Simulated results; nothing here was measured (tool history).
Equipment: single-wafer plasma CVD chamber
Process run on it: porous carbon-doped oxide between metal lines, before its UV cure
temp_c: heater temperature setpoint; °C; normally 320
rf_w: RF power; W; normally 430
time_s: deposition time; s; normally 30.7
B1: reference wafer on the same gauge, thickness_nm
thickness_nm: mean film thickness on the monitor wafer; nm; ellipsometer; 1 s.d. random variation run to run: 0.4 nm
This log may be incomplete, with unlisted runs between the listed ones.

Run 1, hour 0.0: usual settings; B1 152.050. Result: thickness_nm 138.267 nm.
Run 2, hour 46.3: usual settings; B1 152.113. Result: thickness_nm 138.570 nm.
Run 3, hour 97.1: usual settings but rf_w 460 W; B1 152.155. Result: thickness_nm 145.897 nm.
At hour 182.1: showerhead replaced.
Run 4, hour 246.9: usual settings but rf_w 460 W; B1 151.935. Result: thickness_nm 146.894 nm.
Run 5, hour 384.0: usual settings but temp_c 323 °C; B1 151.965. Result: thickness_nm 137.553 nm.
Run 6, hour 416.1: usual settings but temp_c 323 °C; B1 152.206. Result: thickness_nm 137.174 nm.
Run 7, hour 452.0: usual settings but temp_c 323 °C; B1 151.849. Result: thickness_nm 137.436 nm.
Run 8, hour 518.1: usual settings; B1 152.177. Result: thickness_nm 139.495 nm.
Run 9, hour 561.1: usual settings; B1 151.894. Result: thickness_nm 138.955 nm.
Run 10, hour 609.9: usual settings but temp_c 323 °C, time_s 32.0 s; B1 151.948. Result: thickness_nm 142.469 nm.
Run 11, hour 666.9: usual settings but temp_c 323 °C, time_s 32.0 s; B1 152.090. Result: thickness_nm 142.366 nm.
At hour 697.7: thermocouple changed; heater temperature recalibrated.
At hour 751.2: gauge calibrated.
Run 12, hour 780.5: usual settings but temp_c 309 °C, rf_w 400 W, time_s 28.4 s; B1 152.016. Result: thickness_nm 129.538 nm.
Run 13, hour 822.8: usual settings; B1 151.938. Result: thickness_nm 140.226 nm.
Run 14, hour 850.5: usual settings but temp_c 306 °C; B1 151.952. Result: thickness_nm 150.835 nm.
Run 15, hour 903.5: usual settings but temp_c 314 °C; B1 151.980. Result: thickness_nm 144.644 nm.
Run 16, hour 951.7: usual settings but temp_c 309 °C, rf_w 345 W, time_s 33.4 s; B1 152.066. Result: thickness_nm 136.117 nm.
Run 17, hour 984.6: usual settings but temp_c 326 °C, rf_w 350 W, time_s 27.1 s; B1 152.084. Result: thickness_nm 103.943 nm.
Run 18, hour 1017.5: usual settings but temp_c 314 °C, rf_w 350 W, time_s 32.6 s; B1 152.012. Result: thickness_nm 131.207 nm.
Run 19, hour 1061.5: usual settings but temp_c 313 °C, rf_w 350 W, time_s 28.4 s; B1 152.006. Result: thickness_nm 115.406 nm.
At hour 1075.1: thermocouple changed; heater temperature recalibrated, repeated, since the last time left the tool worse.
Run 20, hour 1086.1: usual settings; B1 152.259. Result: thickness_nm 137.529 nm.
At hour 1127.9: RF generator calibrated.
Run 21, hour 1156.4: usual settings but rf_w 500 W; B1 152.001. Result: thickness_nm 152.163 nm.
Run 22, hour 1215.4: usual settings but rf_w 480 W; B1 151.917. Result: thickness_nm 148.898 nm.
Run 23, hour 1285.2: usual settings; B1 151.944. Result: thickness_nm 137.955 nm.
Run 24, hour 1356.0: usual settings but temp_c 313 °C, rf_w 510 W; B1 151.923. Result: thickness_nm 159.499 nm.
Run 25, hour 1393.0: usual settings but temp_c 327 °C, rf_w 405 W; B1 152.182. Result: thickness_nm 127.770 nm.
Run 26, hour 1459.7: usual settings but rf_w 345 W, time_s 29.0 s; B1 152.002. Result: thickness_nm 110.260 nm.
Run 27, hour 1502.1: usual settings but temp_c 305 °C; B1 151.952. Result: thickness_nm 148.171 nm.
Run 28, hour 1568.3: usual settings but rf_w 490 W; B1 152.135. Result: thickness_nm 151.164 nm.
Run 29, hour 1630.5: usual settings but temp_c 312 °C; B1 152.149. Result: thickness_nm 143.374 nm.
Run 30, hour 1664.1: usual settings but temp_c 331 °C, rf_w 500 W, time_s 34.7 s; B1 151.987. Result: thickness_nm 165.340 nm.
Run 31, hour 1718.6: usual settings but rf_w 505 W; B1 152.049. Result: thickness_nm 154.979 nm.
Run 32, hour 1762.7: usual settings; B1 152.093. Result: thickness_nm 138.327 nm.
Run 33, hour 1829.0: usual settings but rf_w 380 W, time_s 34.8 s; B1 151.975. Result: thickness_nm 142.765 nm.
Run 34, hour 1859.3: usual settings but temp_c 315 °C, rf_w 490 W, time_s 26.7 s; B1 151.942. Result: thickness_nm 136.216 nm.
Run 35, hour 1885.2: usual settings but temp_c 314 °C, rf_w 365 W, time_s 28.0 s; B1 152.079. Result: thickness_nm 114.987 nm.

Exercise: give the hidden state of the tool at every run:
delivered RF power above the setpoint (%): 0, the same for each run
gauge reads high (%): 0, the same for each run
H1: wafer temperature above the value expected at the setpoint (K)
run       H1
  1    -3.11
  2    -3.16
  3    -3.21
  4    -3.34
  5    -3.42
  6    -3.44
  7    -3.46
  8    -3.49
  9    -3.51
 10    -3.53
 11    -3.55
 12    -6.37
 13    -6.63
 14    -6.78
 15    -7.07
 16     -7.3
 17    -7.45
 18    -7.59
 19    -7.76
 20  -0.0774
 21   -0.552
 22   -0.906
 23    -1.28
 24    -1.61
 25    -1.77
 26    -2.03
 27    -2.18
 28    -2.39
 29    -2.57
 30    -2.65
 31    -2.78
 32    -2.88
 33    -3.01
 34    -3.07
 35    -3.11
